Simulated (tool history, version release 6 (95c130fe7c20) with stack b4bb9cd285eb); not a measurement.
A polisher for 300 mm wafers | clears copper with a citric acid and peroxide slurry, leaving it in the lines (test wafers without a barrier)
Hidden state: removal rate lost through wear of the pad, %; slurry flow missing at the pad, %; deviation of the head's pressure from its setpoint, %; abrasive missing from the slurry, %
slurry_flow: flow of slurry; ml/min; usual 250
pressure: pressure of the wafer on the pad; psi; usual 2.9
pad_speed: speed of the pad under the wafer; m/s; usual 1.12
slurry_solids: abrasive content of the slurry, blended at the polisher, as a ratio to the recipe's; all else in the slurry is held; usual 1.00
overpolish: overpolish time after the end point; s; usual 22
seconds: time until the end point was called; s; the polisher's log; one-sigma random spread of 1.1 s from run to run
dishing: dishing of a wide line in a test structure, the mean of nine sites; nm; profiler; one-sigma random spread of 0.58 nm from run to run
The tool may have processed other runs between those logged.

| run | hour | slurry_flow | pressure | pad_speed | slurry_solids | overpolish | wafers since the last listed run | wafers polished on this pad | hours since the slurry nozzle was cleaned | hours since the head pressure was calibrated | hours since the slurry blender was calibrated | incoming thickness of the incoming film, nm | seconds | dishing |
|---|---|---|---|---|---|---|---|---|---|---|---|---|---|---|
| 1 | 0.0 | 250 | 2.9 | 1.12 | 1.00 | 22 | 0 | 712 | 319.2 | 276.2 | 10.5 | 334.4 | 125.3 | 38.7 |
| 2 | 67.7 | 250 | 2.9 | 1.12 | 1.00 | 22 | 458 | 1171 | 386.9 | 343.9 | 78.2 | 328.8 | 124.3 | 38.8 |
| 3 | 95.6 | 250 | 2.9 | 1.12 | 1.00 | 22 | 189 | 1360 | 414.8 | 371.8 | 106.1 | 330.5 | 122.9 | 38.5 |
| 4 | 128.0 | 250 | 2.9 | 1.12 | 1.10 | 22 | 219 | 1579 | 447.2 | 404.2 | 138.5 | 334.5 | 125.2 | 40.1 |
| 5 | 192.4 | 250 | 2.9 | 1.12 | 1.10 | 22 | 436 | 2016 | 511.6 | 468.6 | 202.9 | 330.5 | 126.4 | 39.1 |
| 6 | 243.4 | 250 | 2.9 | 1.12 | 1.10 | 22 | 345 | 2362 | 562.6 | 519.6 | 253.9 | 331.3 | 125.8 | 39.2 |
|  | 265.1 | worn pad replaced by a new one |
|  | 299.5 | slurry nozzle cleaned |
| 7 | 309.8 | 250 | 2.9 | 1.12 | 1.00 | 22 | 416 | 296 | 10.3 | 586.0 | 320.3 | 330.3 | 121.5 | 40.5 |
|  | 354.5 | head pressure recalibrated |
| 8 | 363.3 | 250 | 2.9 | 1.12 | 1.00 | 22 | 349 | 645 | 63.8 | 8.8 | 373.8 | 333.3 | 122.4 | 39.7 |
| 9 | 391.6 | 250 | 2.9 | 1.12 | 1.00 | 22 | 191 | 836 | 92.1 | 37.1 | 402.1 | 324.2 | 118.5 | 40.3 |
|  | 402.1 | slurry blender recalibrated |
| 10 | 430.2 | 250 | 2.5 | 1.12 | 1.00 | 30 | 248 | 1085 | 130.7 | 75.7 | 28.1 | 325.8 | 138.2 | 44.7 |
| 11 | 482.1 | 250 | 2.5 | 1.12 | 1.00 | 30 | 351 | 1436 | 182.6 | 127.6 | 80.0 | 331.7 | 141.9 | 46.0 |
| 12 | 548.5 | 250 | 2.3 | 0.82 | 0.80 | 22 | 450 | 1886 | 249.0 | 194.0 | 146.4 | 327.3 | 197.5 | 25.6 |
|  | 592.5 | worn pad replaced by a new one |
| 13 | 614.7 | 250 | 2.9 | 1.12 | 1.00 | 22 | 421 | 150 | 315.2 | 260.2 | 212.6 | 334.1 | 125.8 | 40.2 |
| 14 | 645.2 | 250 | 2.9 | 1.12 | 1.00 | 11 | 206 | 357 | 345.7 | 290.7 | 243.1 | 330.4 | 124.4 | 21.5 |
| 15 | 672.4 | 250 | 2.9 | 0.82 | 1.10 | 10 | 184 | 541 | 372.9 | 317.9 | 270.3 | 333.0 | 159.2 | 15.8 |
| 16 | 699.0 | 195 | 3.6 | 0.86 | 1.00 | 10 | 180 | 721 | 399.5 | 344.5 | 296.9 | 327.8 | 127.6 | 19.0 |
| 17 | 735.0 | 335 | 3.7 | 0.84 | 1.00 | 22 | 244 | 965 | 435.5 | 380.5 | 332.9 | 334.2 | 118.7 | 42.6 |
|  | 792.2 | slurry blender recalibrated |
| 18 | 802.0 | 250 | 2.9 | 1.00 | 1.00 | 22 | 440 | 1406 | 502.5 | 447.5 | 9.8 | 328.4 | 134.6 | 35.9 |
| 19 | 838.3 | 250 | 2.9 | 1.12 | 1.00 | 22 | 246 | 1652 | 538.8 | 483.8 | 46.1 | 329.9 | 123.2 | 39.2 |
| 20 | 901.9 | 225 | 2.9 | 1.12 | 1.00 | 22 | 431 | 2083 | 602.4 | 547.4 | 109.7 | 326.9 | 127.2 | 38.9 |
| 21 | 937.7 | 250 | 2.9 | 1.46 | 0.75 | 22 | 242 | 2326 | 638.2 | 583.2 | 145.5 | 330.4 | 107.0 | 46.3 |
|  | 952.9 | head pressure recalibrated |
| 22 | 968.2 | 250 | 2.0 | 1.12 | 1.00 | 22 | 193 | 2519 | 668.7 | 15.3 | 176.0 | 332.0 | 185.0 | 27.1 |
|  | 974.1 | slurry nozzle cleaned |
|  | 976.4 | worn pad replaced by a new one |
| 23 | 1094.3 | 250 | 3.4 | 1.46 | 1.20 | 32 | 831 | 798 | 120.2 | 141.4 | 302.1 | 329.5 | 81.2 | 77.1 |
| 24 | 1157.5 | 250 | 2.9 | 1.12 | 0.75 | 35 | 428 | 1227 | 183.4 | 204.6 | 365.3 | 333.4 | 126.9 | 56.2 |
| 25 | 1206.2 | 250 | 3.4 | 0.82 | 1.00 | 32 | 330 | 1557 | 232.1 | 253.3 | 414.0 | 329.6 | 133.2 | 51.5 |
|  | 1229.3 | slurry blender recalibrated |
|  | 1320.0 | worn pad replaced by a new one |
| 26 | 1375.2 | 250 | 2.9 | 1.12 | 1.00 | 22 | 1104 | 374 | 401.1 | 422.3 | 145.9 | 325.8 | 123.4 | 39.5 |
| 27 | 1414.1 | 295 | 2.9 | 1.12 | 0.85 | 35 | 263 | 638 | 440.0 | 461.2 | 184.8 | 332.6 | 126.4 | 58.1 |

What if the next run were any one of these 5? Each begins from the tool's condition after run 27:
| A | 1414.6 | 250 | 2.9 | 1.12 | 1.00 | 22 | 3 | 641 | 440.5 | 461.7 | 185.3 | 326.7 | ? | ? |
| B | 1414.6 | 250 | 2.9 | 1.34 | 1.00 | 13 | 3 | 641 | 440.5 | 461.7 | 185.3 | 326.7 | ? | ? |
| C | 1414.6 | 250 | 2.9 | 1.50 | 0.70 | 10 | 3 | 641 | 440.5 | 461.7 | 185.3 | 326.7 | ? | ? |
| D | 1414.6 | 185 | 3.9 | 1.12 | 0.85 | 18 | 3 | 641 | 440.5 | 461.7 | 185.3 | 326.7 | ? | ? |
| E | 1414.6 | 250 | 2.9 | 1.12 | 1.00 | 30 | 3 | 641 | 440.5 | 461.7 | 185.3 | 326.7 | ? | ? |

| run | seconds | dishing |
|---|---|---|
| A | 123.2 | 38.5 |
| B | 106.5 | 27.4 |
| C | 101.1 | 22.6 |
| D | 97.9 | 40.0 |
| E | 123.2 | 50.2 |
What these runs would have given with no unlogged condition in the tool:
| run | seconds | dishing |
|---|---|---|
| A | 118.2 | 39.9 |
| B | 102.2 | 28.4 |
| C | 97.0 | 23.4 |
| D | 92.9 | 41.9 |
| E | 118.2 | 51.9 |
